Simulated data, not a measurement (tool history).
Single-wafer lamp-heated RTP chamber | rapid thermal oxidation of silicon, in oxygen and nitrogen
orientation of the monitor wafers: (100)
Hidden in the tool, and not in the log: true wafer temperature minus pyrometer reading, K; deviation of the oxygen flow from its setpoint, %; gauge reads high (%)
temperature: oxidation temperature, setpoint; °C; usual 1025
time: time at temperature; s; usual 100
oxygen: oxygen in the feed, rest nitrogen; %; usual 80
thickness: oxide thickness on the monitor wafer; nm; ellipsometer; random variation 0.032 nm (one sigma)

run   hour  temperature  time  oxygen  wafers since the last listed run  wafers since the last pyrometer calibration  hours since the oxygen flow controller was replaced  hours since the gauge calibration  read-back reference wafer on the same gauge, thickness  thickness
  1    0.0         1025   100      80                                 0                                         1607                                               5618.0                              314.4                                                   8.880      9.263
  2   24.4         1025   100      80                               176                                         1783                                               5642.4                              338.8                                                   8.882      9.300
  3   60.4         1025   100      80                               259                                         2043                                               5678.4                              374.8                                                   8.881      9.343
  4   80.9         1025    60      60                               147                                         2191                                               5698.9                              395.3                                                   8.880      6.681
  5  106.5         1025   100      80                               184                                         2375                                               5724.5                              420.9                                                   8.873      9.311
  6  132.1         1025   100      88                               184                                         2560                                               5750.1                              446.5                                                   8.880      9.638
  7  161.6         1025   100      88                               212                                         2773                                               5779.6                              476.0                                                   8.884      9.634
     175.2  -- pyrometer window cleaned and pyrometer calibrated
  8  197.3         1025   100      80                               199                                          159                                               5815.3                              511.7                                                   8.878      8.995
  9  213.8         1025   100      80                               119                                          278                                               5831.8                              528.2                                                   8.878      9.002
 10  239.7         1025    66      98                               186                                          465                                               5857.7                              554.1                                                   8.877      8.059
 11  260.6         1025    66      98                               150                                          616                                               5878.6                              575.0                                                   8.880      8.109
     297.2  -- oxygen flow controller replaced
 12  297.7         1025   100      80                               210                                          826                                                  0.5                              612.1                                                   8.878      9.116
 13  308.0         1025   100      80                                74                                          900                                                 10.8                              622.4                                                   8.882      9.120
 14  340.6         1025   100      80                               235                                         1136                                                 43.4                              655.0                                                   8.878      9.129
     345.5  -- gauge calibrated
 15  360.6         1025   124      80                               144                                         1280                                                 63.4                               15.1                                                   8.878     10.159
 16  388.9         1025    86      98                               204                                         1484                                                 91.7                               43.4                                                   8.881      9.292
 17  403.4         1005   143      56                               104                                         1589                                                106.2                               57.9                                                   8.881      8.332
 18  484.5         1034   129      80                               585                                         2174                                                187.3                              139.0                                                   8.881     11.212
     508.3  -- pyrometer window cleaned and pyrometer calibrated
 19  515.3         1011   129      63                               164                                           50                                                218.1                              169.8                                                   8.881      8.339
 20  528.4         1025    53      80                                94                                          145                                                231.2                              182.9                                                   8.884      6.752
 21  545.5         1043    50      98                               123                                          268                                                248.3                              200.0                                                   8.880      8.041
 22  577.1         1025   100      80                               228                                          496                                                279.9                              231.6                                                   8.880      9.110
 23  600.5         1006    58      80                               168                                          665                                                303.3                              255.0                                                   8.880      6.302
 24  623.2         1025   142      51                               163                                          829                                                326.0                              277.7                                                   8.880      9.141
 25  653.5          997   134      98                               218                                         1048                                                356.3                              308.0                                                   8.888      9.329
 26  687.3         1025   100      80                               244                                         1292                                                390.1                              341.8                                                   8.880      9.269
 27  702.7          997   134      98                               111                                         1403                                                405.5                              357.2                                                   8.884      9.347
 28  734.5         1025   100      80                               229                                         1633                                                437.3                              389.0                                                   8.873      9.295

Forecast each of these 3 alternatives for the next run:
  A  734.9         1004   100      80                                 2                                         1635                                                437.7                              389.4                                                       ?          ?
  B  734.9         1040    86      97                                 2                                         1635                                                437.7                              389.4                                                       ?          ?
  C  734.9         1041   132      91                                 2                                         1635                                                437.7                              389.4                                                       ?          ?

run  read-back reference wafer on the same gauge, thickness  thickness
  A                                                   8.878      7.983
  B                                                   8.878     10.318
  C                                                   8.878     12.372
Without the tool's hidden state the same runs would have given:
run  thickness
  A      7.553
  B      9.789
  C     11.735

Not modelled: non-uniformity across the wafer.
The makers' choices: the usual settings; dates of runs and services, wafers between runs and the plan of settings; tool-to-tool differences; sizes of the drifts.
